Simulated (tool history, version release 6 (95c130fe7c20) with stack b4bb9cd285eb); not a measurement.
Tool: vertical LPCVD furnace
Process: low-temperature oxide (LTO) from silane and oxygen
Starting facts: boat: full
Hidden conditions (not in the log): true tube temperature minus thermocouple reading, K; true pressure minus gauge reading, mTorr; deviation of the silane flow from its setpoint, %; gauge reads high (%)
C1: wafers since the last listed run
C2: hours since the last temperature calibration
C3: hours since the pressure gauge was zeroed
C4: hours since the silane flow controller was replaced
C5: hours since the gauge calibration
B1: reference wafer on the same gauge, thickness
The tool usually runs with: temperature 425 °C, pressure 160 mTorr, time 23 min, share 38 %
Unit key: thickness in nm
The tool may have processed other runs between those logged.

{"run": 1, "hour": 0.0, "temperature": 425, "pressure": 160, "time": 23, "share": 38, "C1": 0, "C2": 2676, "C3": 2848.9, "C4": 4993.7, "C5": 484.2, "B1": 234.17, "thickness": 188.38}
{"run": 2, "hour": 11.7, "temperature": 425, "pressure": 160, "time": 23, "share": 38, "C1": 146, "C2": 2687.7, "C3": 2860.6, "C4": 5005.4, "C5": 495.9, "B1": 234.13, "thickness": 187.83}
{"run": 3, "hour": 22.1, "temperature": 425, "pressure": 160, "time": 23, "share": 38, "C1": 130, "C2": 2698.1, "C3": 2871, "C4": 5015.8, "C5": 506.3, "B1": 233.84, "thickness": 187.86}
{"run": 4, "hour": 37.5, "temperature": 425, "pressure": 160, "time": 23, "share": 38, "C1": 192, "C2": 2713.5, "C3": 2886.4, "C4": 5031.2, "C5": 521.7, "B1": 234.06, "thickness": 188.21}
{"hour": 68.9, "done": "silane flow controller replaced"}
{"run": 5, "hour": 69.4, "temperature": 425, "pressure": 160, "time": 23, "share": 38, "C1": 98, "C2": 2745.4, "C3": 2918.3, "C4": 0.5, "C5": 553.6, "B1": 233.91, "thickness": 188.65}
{"hour": 84.5, "done": "gauge calibrated"}
{"run": 6, "hour": 100.5, "temperature": 425, "pressure": 160, "time": 23, "share": 34, "C1": 389, "C2": 2776.5, "C3": 2949.4, "C4": 31.6, "C5": 16, "B1": 233.83, "thickness": 163.44}
{"run": 7, "hour": 112.5, "temperature": 425, "pressure": 160, "time": 23, "share": 34, "C1": 150, "C2": 2788.5, "C3": 2961.4, "C4": 43.6, "C5": 28, "B1": 233.97, "thickness": 163.44}
{"run": 8, "hour": 121.7, "temperature": 425, "pressure": 160, "time": 23, "share": 34, "C1": 115, "C2": 2797.7, "C3": 2970.6, "C4": 52.8, "C5": 37.2, "B1": 233.84, "thickness": 163.43}
{"run": 9, "hour": 131.8, "temperature": 425, "pressure": 160, "time": 20.5, "share": 38, "C1": 126, "C2": 2807.8, "C3": 2980.7, "C4": 62.9, "C5": 47.3, "B1": 234.13, "thickness": 166.75}
{"run": 10, "hour": 141.1, "temperature": 435, "pressure": 160, "time": 23, "share": 35, "C1": 116, "C2": 2817.1, "C3": 2990, "C4": 72.2, "C5": 56.6, "B1": 233.85, "thickness": 187.46}
{"run": 11, "hour": 147.2, "temperature": 425, "pressure": 160, "time": 23, "share": 38, "C1": 76, "C2": 2823.2, "C3": 2996.1, "C4": 78.3, "C5": 62.7, "B1": 234, "thickness": 187.73}
{"run": 12, "hour": 157.6, "temperature": 435, "pressure": 160, "time": 23, "share": 35, "C1": 130, "C2": 2833.6, "C3": 3006.5, "C4": 88.7, "C5": 73.1, "B1": 233.88, "thickness": 187.33}
{"hour": 182.4, "done": "thermocouples replaced and temperature profile calibrated"}
{"hour": 182.8, "done": "pressure gauge zeroed"}
{"run": 13, "hour": 183.3, "temperature": 425, "pressure": 195, "time": 19, "share": 43, "C1": 16, "C2": 0.9, "C3": 0.5, "C4": 114.4, "C5": 98.8, "B1": 234, "thickness": 226.21}
{"run": 14, "hour": 187.5, "temperature": 425, "pressure": 125, "time": 27, "share": 38, "C1": 52, "C2": 5.1, "C3": 4.7, "C4": 118.6, "C5": 103, "B1": 233.94, "thickness": 180.03}
{"run": 15, "hour": 191.6, "temperature": 425, "pressure": 140, "time": 23, "share": 38, "C1": 51, "C2": 9.2, "C3": 8.8, "C4": 122.7, "C5": 107.1, "B1": 234.01, "thickness": 171.67}
{"run": 16, "hour": 197.2, "temperature": 425, "pressure": 160, "time": 23, "share": 38, "C1": 70, "C2": 14.8, "C3": 14.4, "C4": 128.3, "C5": 112.7, "B1": 234.02, "thickness": 196.29}
{"run": 17, "hour": 204.8, "temperature": 433, "pressure": 160, "time": 14.5, "share": 33, "C1": 95, "C2": 22.4, "C3": 22, "C4": 135.9, "C5": 120.3, "B1": 234.04, "thickness": 112.93}
{"run": 18, "hour": 211.9, "temperature": 417, "pressure": 160, "time": 23, "share": 43, "C1": 88, "C2": 29.5, "C3": 29.1, "C4": 143, "C5": 127.4, "B1": 233.96, "thickness": 207.69}
{"run": 19, "hour": 226.8, "temperature": 425, "pressure": 160, "time": 23, "share": 32, "C1": 186, "C2": 44.4, "C3": 44, "C4": 157.9, "C5": 142.3, "B1": 234, "thickness": 158.2}
{"run": 20, "hour": 237.4, "temperature": 425, "pressure": 160, "time": 23, "share": 38, "C1": 132, "C2": 55, "C3": 54.6, "C4": 168.5, "C5": 152.9, "B1": 234.18, "thickness": 195.9}
{"run": 21, "hour": 247.0, "temperature": 425, "pressure": 200, "time": 23, "share": 38, "C1": 120, "C2": 64.6, "C3": 64.2, "C4": 178.1, "C5": 162.5, "B1": 234.05, "thickness": 244.79}
{"run": 22, "hour": 259.0, "temperature": 436, "pressure": 140, "time": 23, "share": 42, "C1": 150, "C2": 76.6, "C3": 76.2, "C4": 190.1, "C5": 174.5, "B1": 234.15, "thickness": 213.15}
{"run": 23, "hour": 269.8, "temperature": 425, "pressure": 185, "time": 26.5, "share": 38, "C1": 135, "C2": 87.4, "C3": 87, "C4": 200.9, "C5": 185.3, "B1": 233.84, "thickness": 262.38}
{"run": 24, "hour": 280.5, "temperature": 425, "pressure": 160, "time": 23, "share": 38, "C1": 133, "C2": 98.1, "C3": 97.7, "C4": 211.6, "C5": 196, "B1": 234.29, "thickness": 196.19}
{"run": 25, "hour": 286.8, "temperature": 425, "pressure": 130, "time": 23, "share": 38, "C1": 78, "C2": 104.4, "C3": 104, "C4": 217.9, "C5": 202.3, "B1": 234.16, "thickness": 159.38}
{"run": 26, "hour": 303.5, "temperature": 425, "pressure": 140, "time": 19.5, "share": 31, "C1": 208, "C2": 121.1, "C3": 120.7, "C4": 234.6, "C5": 219, "B1": 233.96, "thickness": 112.03}
{"run": 27, "hour": 317.9, "temperature": 425, "pressure": 160, "time": 23, "share": 38, "C1": 180, "C2": 135.5, "C3": 135.1, "C4": 249, "C5": 233.4, "B1": 233.71, "thickness": 196.35}
{"run": 28, "hour": 333.9, "temperature": 433, "pressure": 160, "time": 23, "share": 38, "C1": 200, "C2": 151.5, "C3": 151.1, "C4": 265, "C5": 249.4, "B1": 233.89, "thickness": 212.88}
{"run": 29, "hour": 352.5, "temperature": 437, "pressure": 160, "time": 23, "share": 33, "C1": 232, "C2": 170.1, "C3": 169.7, "C4": 283.6, "C5": 268, "B1": 234.03, "thickness": 186.43}
{"run": 30, "hour": 363.2, "temperature": 431, "pressure": 185, "time": 27, "share": 38, "C1": 133, "C2": 180.8, "C3": 180.4, "C4": 294.3, "C5": 278.7, "B1": 234.1, "thickness": 282.99}

Here are 5 independent what-if runs from the current tool condition. What would each one return?
{"run": "A", "hour": 367.5, "temperature": 425, "pressure": 175, "time": 23, "share": 38, "C1": 53, "C2": 185.1, "C3": 184.7, "C4": 298.6, "C5": 283, "B1": "?", "thickness": "?"}
{"run": "B", "hour": 367.5, "temperature": 425, "pressure": 150, "time": 30.5, "share": 38, "C1": 53, "C2": 185.1, "C3": 184.7, "C4": 298.6, "C5": 283, "B1": "?", "thickness": "?"}
{"run": "C", "hour": 367.5, "temperature": 425, "pressure": 180, "time": 23, "share": 38, "C1": 53, "C2": 185.1, "C3": 184.7, "C4": 298.6, "C5": 283, "B1": "?", "thickness": "?"}
{"run": "D", "hour": 367.5, "temperature": 429, "pressure": 200, "time": 14.5, "share": 38, "C1": 53, "C2": 185.1, "C3": 184.7, "C4": 298.6, "C5": 283, "B1": "?", "thickness": "?"}
{"run": "E", "hour": 367.5, "temperature": 428, "pressure": 135, "time": 23, "share": 36, "C1": 53, "C2": 185.1, "C3": 184.7, "C4": 298.6, "C5": 283, "B1": "?", "thickness": "?"}

run=A B1=233.79 thickness=214.75
run=B B1=233.79 thickness=244.03
run=C B1=233.79 thickness=220.9
run=D B1=233.79 thickness=161.14
run=E B1=233.79 thickness=160.02
Had the tool no hidden state, the same runs would have come out as:
run=A thickness=215.11
run=B thickness=244.51
run=C thickness=221.26
run=D thickness=161.37
run=E thickness=160.37
